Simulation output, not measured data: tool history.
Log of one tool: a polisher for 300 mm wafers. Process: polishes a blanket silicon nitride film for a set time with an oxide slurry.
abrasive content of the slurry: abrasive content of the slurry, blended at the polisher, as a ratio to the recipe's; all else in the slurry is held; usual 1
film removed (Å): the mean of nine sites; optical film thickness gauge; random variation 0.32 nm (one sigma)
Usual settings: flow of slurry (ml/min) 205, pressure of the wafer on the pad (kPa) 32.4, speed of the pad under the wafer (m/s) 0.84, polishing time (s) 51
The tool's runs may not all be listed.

| run | hour | flow of slurry (ml/min) | pressure of the wafer on the pad (kPa) | speed of the pad under the wafer (m/s) | abrasive content of the slurry | polishing time (s) | wafers since the last listed run | wafers polished on this pad | hours since the slurry nozzle was cleaned | hours since the head pressure was calibrated | hours since the slurry blender was calibrated | hours since the conditioning disc was replaced | incoming thickness of the incoming film, nm | film removed (Å) |
|---|---|---|---|---|---|---|---|---|---|---|---|---|---|---|
| 1 | 0 | 205 | 32.4 | 0.84 | 1 | 51 | 0 | 1013 | 231.6 | 839.8 | 386.7 | 54.1 | 308.9 | 329 |
|  | 66.6 | slurry blender recalibrated |
|  | 71.9 | head pressure recalibrated |
| 2 | 90.9 | 235 | 32.4 | 0.84 | 1 | 40 | 588 | 1601 | 322.5 | 19 | 24.3 | 145 | 310.7 | 239 |
|  | 120.1 | worn pad replaced by a new one |
|  | 137 | slurry nozzle cleaned |
| 3 | 159.8 | 235 | 32.4 | 0.84 | 1 | 40 | 432 | 262 | 22.8 | 87.9 | 93.2 | 213.9 | 308.5 | 250 |
| 4 | 234.3 | 205 | 32.4 | 0.84 | 1 | 51 | 504 | 766 | 97.3 | 162.4 | 167.7 | 288.4 | 313.8 | 304 |
| 5 | 335.8 | 205 | 32.4 | 0.84 | 1 | 51 | 687 | 1453 | 198.8 | 263.9 | 269.2 | 389.9 | 307.1 | 283 |
|  | 347.1 | conditioning disc replaced and pad reconditioned |
| 6 | 373.9 | 205 | 32.4 | 0.84 | 1 | 51 | 244 | 1697 | 236.9 | 302 | 307.3 | 26.8 | 308.6 | 328 |
|  | 423.9 | worn pad replaced by a new one |
| 7 | 443.3 | 205 | 32.4 | 0.84 | 1 | 44 | 442 | 131 | 306.3 | 371.4 | 376.7 | 96.2 | 310.4 | 289 |
| 8 | 488.2 | 205 | 32.4 | 0.84 | 1 | 51 | 303 | 435 | 351.2 | 416.3 | 421.6 | 141.1 | 312.8 | 326 |
|  | 520.7 | slurry blender recalibrated |
|  | 535.4 | slurry nozzle cleaned |
| 9 | 585 | 205 | 41.4 | 0.84 | 1.2 | 51 | 634 | 1070 | 49.6 | 513.1 | 64.3 | 237.9 | 309.7 | 415 |
|  | 693.4 | conditioning disc replaced and pad reconditioned |
| 10 | 693.9 | 205 | 32.4 | 0.84 | 1.2 | 51 | 723 | 1793 | 158.5 | 622 | 173.2 | 0.5 | 309.8 | 353 |
|  | 730.8 | worn pad replaced by a new one |
| 11 | 828.8 | 225 | 32.4 | 0.84 | 1 | 51 | 886 | 663 | 293.4 | 756.9 | 308.1 | 135.4 | 308.5 | 325 |
|  | 874.1 | slurry nozzle cleaned |
| 12 | 925.4 | 205 | 32.4 | 0.84 | 1 | 51 | 647 | 1310 | 51.3 | 853.5 | 404.7 | 232 | 306.6 | 303 |
|  | 929.4 | head pressure recalibrated |
| 13 | 1002.6 | 240 | 32.4 | 0.84 | 0.85 | 51 | 509 | 1819 | 128.5 | 73.2 | 481.9 | 309.2 | 311.5 | 274 |
|  | 1006.9 | worn pad replaced by a new one |
|  | 1022 | conditioning disc replaced and pad reconditioned |
|  | 1029.1 | slurry blender recalibrated |
| 14 | 1046.8 | 230 | 32.4 | 0.84 | 1 | 51 | 245 | 242 | 172.7 | 117.4 | 17.7 | 24.8 | 307.3 | 341 |
| 15 | 1134.1 | 230 | 26.9 | 1.14 | 0.9 | 51 | 590 | 833 | 260 | 204.7 | 105 | 112.1 | 305.5 | 305 |
|  | 1217.9 | slurry nozzle cleaned |
|  | 1255.7 | worn pad replaced by a new one |
| 16 | 1347.6 | 205 | 32.4 | 0.96 | 0.85 | 68 | 1411 | 621 | 129.7 | 418.2 | 318.5 | 325.6 | 308.6 | 396 |

The next listed run, before its measurement:
|  | 1380.6 | conditioning disc replaced and pad reconditioned |
| 17 | 1390.7 | 230 | 26.9 | 0.84 | 1.3 | 51 | 278 | 900 | 172.8 | 461.3 | 361.6 | 10.1 | 310.9 | ? |

film removed (Å): 313
Without the tool's hidden state the same run would have given film removed (Å) 328.
